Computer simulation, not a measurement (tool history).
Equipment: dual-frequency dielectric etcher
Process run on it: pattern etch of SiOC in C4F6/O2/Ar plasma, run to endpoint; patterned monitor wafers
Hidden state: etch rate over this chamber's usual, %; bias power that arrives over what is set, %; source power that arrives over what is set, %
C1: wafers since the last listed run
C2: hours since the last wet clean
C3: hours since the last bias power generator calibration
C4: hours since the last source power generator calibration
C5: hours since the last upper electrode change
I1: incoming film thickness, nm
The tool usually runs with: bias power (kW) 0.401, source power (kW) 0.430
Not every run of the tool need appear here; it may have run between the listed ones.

{"run": 1, "hour": 0.0, "bias power (kW)": 0.401, "source power (kW)": 0.39, "C1": 0, "C2": 372.6, "C3": 971.9, "C4": 1453.3, "C5": 1695.7, "I1": 41.79, "endpoint time (s)": 14.5}
{"run": 2, "hour": 59.8, "bias power (kW)": 0.452, "source power (kW)": 0.34, "C1": 1132, "C2": 432.4, "C3": 1031.7, "C4": 1513.1, "C5": 1755.5, "I1": 42.21, "endpoint time (s)": 15.2}
{"hour": 112.8, "done": "wet clean of the chamber"}
{"run": 3, "hour": 137.3, "bias power (kW)": 0.452, "source power (kW)": 0.34, "C1": 1013, "C2": 24.5, "C3": 1109.2, "C4": 1590.6, "C5": 1833.0, "I1": 42.15, "endpoint time (s)": 14.8}
{"run": 4, "hour": 231.5, "bias power (kW)": 0.401, "source power (kW)": 0.41, "C1": 1783, "C2": 118.7, "C3": 1203.4, "C4": 1684.8, "C5": 1927.2, "I1": 42.25, "endpoint time (s)": 14.2}
{"run": 5, "hour": 297.2, "bias power (kW)": 0.401, "source power (kW)": 0.41, "C1": 1244, "C2": 184.4, "C3": 1269.1, "C4": 1750.5, "C5": 1992.9, "I1": 41.7, "endpoint time (s)": 14.0}
{"run": 6, "hour": 401.6, "bias power (kW)": 0.378, "source power (kW)": 0.39, "C1": 1976, "C2": 288.8, "C3": 1373.5, "C4": 1854.9, "C5": 2097.3, "I1": 42.08, "endpoint time (s)": 14.8}
{"run": 7, "hour": 499.6, "bias power (kW)": 0.401, "source power (kW)": 0.43, "C1": 1855, "C2": 386.8, "C3": 1471.5, "C4": 1952.9, "C5": 2195.3, "I1": 41.83, "endpoint time (s)": 14.0}
{"run": 8, "hour": 580.9, "bias power (kW)": 0.401, "source power (kW)": 0.43, "C1": 1539, "C2": 468.1, "C3": 1552.8, "C4": 2034.2, "C5": 2276.6, "I1": 41.88, "endpoint time (s)": 14.2}
{"hour": 697.1, "done": "wet clean of the chamber"}
{"run": 9, "hour": 697.6, "bias power (kW)": 0.401, "source power (kW)": 0.38, "C1": 1755, "C2": 0.5, "C3": 1669.5, "C4": 2150.9, "C5": 2393.3, "I1": 42.04, "endpoint time (s)": 14.5}
{"run": 10, "hour": 766.3, "bias power (kW)": 0.401, "source power (kW)": 0.38, "C1": 1300, "C2": 69.2, "C3": 1738.2, "C4": 2219.6, "C5": 2462.0, "I1": 41.84, "endpoint time (s)": 14.5}
{"run": 11, "hour": 827.5, "bias power (kW)": 0.401, "source power (kW)": 0.43, "C1": 1158, "C2": 130.4, "C3": 1799.4, "C4": 2280.8, "C5": 2523.2, "I1": 41.93, "endpoint time (s)": 13.8}
{"run": 12, "hour": 878.3, "bias power (kW)": 0.401, "source power (kW)": 0.43, "C1": 961, "C2": 181.2, "C3": 1850.2, "C4": 2331.6, "C5": 2574.0, "I1": 41.59, "endpoint time (s)": 13.9}
{"run": 13, "hour": 1076.9, "bias power (kW)": 0.401, "source power (kW)": 0.37, "C1": 3760, "C2": 379.8, "C3": 2048.8, "C4": 2530.2, "C5": 2772.6, "I1": 41.73, "endpoint time (s)": 15.1}
{"run": 14, "hour": 1142.0, "bias power (kW)": 0.44, "source power (kW)": 0.43, "C1": 1232, "C2": 444.9, "C3": 2113.9, "C4": 2595.3, "C5": 2837.7, "I1": 41.94, "endpoint time (s)": 13.8}
{"hour": 1192.8, "done": "wet clean of the chamber"}
{"run": 15, "hour": 1193.3, "bias power (kW)": 0.44, "source power (kW)": 0.43, "C1": 516, "C2": 0.5, "C3": 2165.2, "C4": 2646.6, "C5": 2889.0, "I1": 41.75, "endpoint time (s)": 13.4}
{"run": 16, "hour": 1237.9, "bias power (kW)": 0.401, "source power (kW)": 0.43, "C1": 844, "C2": 45.1, "C3": 2209.8, "C4": 2691.2, "C5": 2933.6, "I1": 41.49, "endpoint time (s)": 13.8}
{"hour": 1318.3, "done": "source power generator calibrated"}
{"run": 17, "hour": 1333.5, "bias power (kW)": 0.374, "source power (kW)": 0.43, "C1": 1734, "C2": 140.7, "C3": 2305.4, "C4": 15.2, "C5": 3029.2, "I1": 41.9, "endpoint time (s)": 14.0}
{"run": 18, "hour": 1440.9, "bias power (kW)": 0.307, "source power (kW)": 0.51, "C1": 2033, "C2": 248.1, "C3": 2412.8, "C4": 122.6, "C5": 3136.6, "I1": 41.65, "endpoint time (s)": 13.6}
{"run": 19, "hour": 1510.7, "bias power (kW)": 0.358, "source power (kW)": 0.54, "C1": 1321, "C2": 317.9, "C3": 2482.6, "C4": 192.4, "C5": 3206.4, "I1": 41.71, "endpoint time (s)": 12.9}
{"run": 20, "hour": 1603.6, "bias power (kW)": 0.374, "source power (kW)": 0.43, "C1": 1759, "C2": 410.8, "C3": 2575.5, "C4": 285.3, "C5": 3299.3, "I1": 41.73, "endpoint time (s)": 14.1}
{"hour": 1657.3, "done": "wet clean of the chamber"}
{"run": 21, "hour": 1707.5, "bias power (kW)": 0.318, "source power (kW)": 0.49, "C1": 1513, "C2": 50.2, "C3": 2679.4, "C4": 389.2, "C5": 3403.2, "I1": 41.67, "endpoint time (s)": 13.5}
{"run": 22, "hour": 1780.5, "bias power (kW)": 0.461, "source power (kW)": 0.51, "C1": 1382, "C2": 123.2, "C3": 2752.4, "C4": 462.2, "C5": 3476.2, "I1": 42.07, "endpoint time (s)": 12.3}
{"hour": 1811.7, "done": "bias power generator calibrated"}
{"run": 23, "hour": 1844.5, "bias power (kW)": 0.401, "source power (kW)": 0.43, "C1": 1136, "C2": 187.2, "C3": 32.8, "C4": 526.2, "C5": 3540.2, "I1": 41.55, "endpoint time (s)": 13.5}
{"hour": 1960.9, "done": "upper electrode replaced"}
{"run": 24, "hour": 2130.2, "bias power (kW)": 0.356, "source power (kW)": 0.52, "C1": 4955, "C2": 472.9, "C3": 318.5, "C4": 811.9, "C5": 169.3, "I1": 41.75, "endpoint time (s)": 13.2}
{"hour": 2198.7, "done": "wet clean of the chamber"}
{"run": 25, "hour": 2210.4, "bias power (kW)": 0.401, "source power (kW)": 0.43, "C1": 1064, "C2": 11.7, "C3": 398.7, "C4": 892.1, "C5": 249.5, "I1": 41.53, "endpoint time (s)": 13.5}
{"run": 26, "hour": 2296.1, "bias power (kW)": 0.401, "source power (kW)": 0.4, "C1": 1622, "C2": 97.4, "C3": 484.4, "C4": 977.8, "C5": 335.2, "I1": 41.84, "endpoint time (s)": 14.0}
{"run": 27, "hour": 2382.4, "bias power (kW)": 0.347, "source power (kW)": 0.36, "C1": 1634, "C2": 183.7, "C3": 570.7, "C4": 1064.1, "C5": 421.5, "I1": 42.03, "endpoint time (s)": 15.5}
{"run": 28, "hour": 2442.5, "bias power (kW)": 0.461, "source power (kW)": 0.51, "C1": 1138, "C2": 243.8, "C3": 630.8, "C4": 1124.2, "C5": 481.6, "I1": 42.26, "endpoint time (s)": 12.4}
{"run": 29, "hour": 2499.3, "bias power (kW)": 0.358, "source power (kW)": 0.54, "C1": 1075, "C2": 300.6, "C3": 687.6, "C4": 1181.0, "C5": 538.4, "I1": 42.04, "endpoint time (s)": 13.0}
{"run": 30, "hour": 2602.4, "bias power (kW)": 0.475, "source power (kW)": 0.46, "C1": 1952, "C2": 403.7, "C3": 790.7, "C4": 1284.1, "C5": 641.5, "I1": 42.13, "endpoint time (s)": 13.1}

Take each entry between the runs: how does the hidden state at the last listed run before it differ from the hidden state at the first listed run after it?
Between runs 2 and 3: wet clean of the chamber (hour 112.8)
  etch rate over this chamber's usual, %: -2.41 -> -0.0186; source power that arrives over what is set, %: -0.788 -> -0.976
  measured result minus the result with no hidden state, endpoint time (s): +0.4 -> +0.1
Between runs 8 and 9: wet clean of the chamber (hour 697.1)
  etch rate over this chamber's usual, %: -2.95 -> 0.316; source power that arrives over what is set, %: -2.23 -> -2.62
  measured result minus the result with no hidden state, endpoint time (s): +0.6 -> +0.1
Between runs 14 and 15: wet clean of the chamber (hour 1192.8)
  etch rate over this chamber's usual, %: -2.62 -> -0.382; source power that arrives over what is set, %: -4.26 -> -4.47
  measured result minus the result with no hidden state, endpoint time (s): +0.6 -> +0.3
Between runs 16 and 17: source power generator calibrated (hour 1318.3)
  etch rate over this chamber's usual, %: -0.676 -> -1.31; source power that arrives over what is set, %: -4.66 -> 0.51
  measured result minus the result with no hidden state, endpoint time (s): +0.4 -> +0.2
Between runs 20 and 21: wet clean of the chamber (hour 1657.3)
  etch rate over this chamber's usual, %: -3.09 -> -0.618; source power that arrives over what is set, %: 0.447 -> 0.392
  measured result minus the result with no hidden state, endpoint time (s): +0.4 -> +0.0
Between runs 22 and 23: bias power generator calibrated (hour 1811.7)
  etch rate over this chamber's usual, %: -1.1 -> -1.52; source power that arrives over what is set, %: 0.343 -> 0.294
  measured result minus the result with no hidden state, endpoint time (s): +0.1 -> +0.1
Between runs 23 and 24: upper electrode replaced (hour 1960.9)
  etch rate over this chamber's usual, %: -1.52 -> -3.41; source power that arrives over what is set, %: 0.294 -> -0.00496
  measured result minus the result with no hidden state, endpoint time (s): +0.1 -> +0.5
Between runs 24 and 25: wet clean of the chamber (hour 2198.7)
  etch rate over this chamber's usual, %: -3.41 -> -0.11; source power that arrives over what is set, %: -0.00496 -> -0.112
  measured result minus the result with no hidden state, endpoint time (s): +0.5 -> +0.0
